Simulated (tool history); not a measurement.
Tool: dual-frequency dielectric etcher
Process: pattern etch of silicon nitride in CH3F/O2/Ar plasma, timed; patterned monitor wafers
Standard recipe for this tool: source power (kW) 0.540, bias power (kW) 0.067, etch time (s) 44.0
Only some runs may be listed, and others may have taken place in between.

run     day  source power (kW)  bias power (kW)  etch time (s)  wafers since the last listed run  hours since the last wet clean  hours since the last source power generator calibration  hours since the last bias power generator calibration  hours since the last upper electrode change  hours since the gauge calibration  read-back reference wafer on the same gauge, depth_nm  mean etch depth across the wafer (nm)
  1   0.000              0.540            0.067           44.0                                 0                            82.8                                                    101.6                                                 3704.8                                       4961.5                               35.2                                                  28.07                                  33.20
  2   2.433              0.540            0.067           44.0                               848                           141.2                                                    160.0                                                 3763.2                                       5019.9                               93.6                                                  28.10                                  32.92
  3   3.892              0.540            0.059           44.0                               508                           176.2                                                    195.0                                                 3798.2                                       5054.9                              128.6                                                  28.12                                  31.09
  4   6.433              0.540            0.059           44.0                               886                           237.2                                                    256.0                                                 3859.2                                       5115.9                              189.6                                                  28.09                                  31.04
      8.604  -- upper electrode replaced
  5   9.300              0.540            0.059           44.0                               651                           306.0                                                    324.8                                                 3928.0                                         16.7                              258.4                                                  28.10                                  31.10
  6  10.583              0.540            0.067           52.5                               447                           336.8                                                    355.6                                                 3958.8                                         47.5                              289.2                                                  28.11                                  38.95
  7  12.192              0.540            0.067           44.0                               561                           375.4                                                    394.2                                                 3997.4                                         86.1                              327.8                                                  28.12                                  32.84
  8  14.154              0.540            0.067           44.0                               684                           422.5                                                    441.3                                                 4044.5                                        133.2                              374.9                                                  28.12                                  32.54
     16.825  -- wet clean of the chamber
  9  16.846              0.640            0.061           39.0                               590                             0.5                                                    505.9                                                 4109.1                                        197.8                              439.5                                                  28.10                                  29.77
 10  17.875              0.500            0.067           36.0                               358                            25.2                                                    530.6                                                 4133.8                                        222.5                              464.2                                                  28.10                                  26.57
 11  19.562              0.460            0.067           51.0                               588                            65.7                                                    571.1                                                 4174.3                                        263.0                              504.7                                                  28.10                                  36.27
 12  21.875              0.540            0.060           31.0                               806                           121.2                                                    626.6                                                 4229.8                                        318.5                              560.2                                                  28.11                                  22.02
 13  24.775              0.540            0.067           44.0                              1011                           190.8                                                    696.2                                                 4299.4                                        388.1                              629.8                                                  28.08                                  32.67
     26.592  -- bias power generator calibrated
 14  26.612              0.540            0.067           44.0                               582                           234.9                                                    740.3                                                    0.5                                        432.2                              673.9                                                  28.09                                  32.61
 15  28.892              0.590            0.055           32.0                               795                           289.6                                                    795.0                                                   55.2                                        486.9                              728.6                                                  28.09                                  22.14
 16  30.396              0.540            0.067           44.0                               524                           325.7                                                    831.1                                                   91.3                                        523.0                              764.7                                                  28.05                                  32.47
 17  32.950              0.590            0.067           39.5                               890                           387.0                                                    892.4                                                  152.6                                        584.3                              826.0                                                  28.11                                  29.69
 18  35.892              0.590            0.067           39.5                              1026                           457.6                                                    963.0                                                  223.2                                        654.9                              896.6                                                  28.11                                  29.97
 19  36.938              0.490            0.082           44.0                               364                           482.7                                                    988.1                                                  248.3                                        680.0                              921.7                                                  28.09                                  34.56
     39.829  -- wet clean of the chamber
 20  39.850              0.480            0.055           33.0                               667                             0.5                                                   1058.0                                                  318.2                                        749.9                              991.6                                                  28.12                                  21.96
 21  40.721              0.500            0.061           49.5                               303                            21.4                                                   1078.9                                                  339.1                                        770.8                             1012.5                                                  28.12                                  34.99
 22  42.350              0.540            0.067           32.5                               568                            60.5                                                   1118.0                                                  378.2                                        809.9                             1051.6                                                  28.11                                  24.38
 23  43.429              0.540            0.067           44.0                               376                            86.4                                                   1143.9                                                  404.1                                        835.8                             1077.5                                                  28.10                                  33.04
 24  44.746              0.540            0.067           44.0                               459                           118.0                                                   1175.5                                                  435.7                                        867.4                             1109.1                                                  28.13                                  32.83
 25  47.354              0.540            0.054           39.5                               909                           180.6                                                   1238.1                                                  498.3                                        930.0                             1171.7                                                  28.11                                  26.81
 26  50.162              0.460            0.067           51.0                               979                           248.0                                                   1305.5                                                  565.7                                        997.4                             1239.1                                                  28.09                                  36.27

Predict the results of run 27:
 27  51.246              0.540            0.067           44.0                               377                           274.0                                                   1331.5                                                  591.7                                       1023.4                             1265.1                                                      ?                                      ?

{"run 27": {"read-back reference wafer on the same gauge, depth_nm": 28.12, "mean etch depth across the wafer (nm)": 32.87}}
With the hidden condition absent and the run-to-run variation left alone, this run would have shown mean etch depth across the wafer (nm) 33.43.

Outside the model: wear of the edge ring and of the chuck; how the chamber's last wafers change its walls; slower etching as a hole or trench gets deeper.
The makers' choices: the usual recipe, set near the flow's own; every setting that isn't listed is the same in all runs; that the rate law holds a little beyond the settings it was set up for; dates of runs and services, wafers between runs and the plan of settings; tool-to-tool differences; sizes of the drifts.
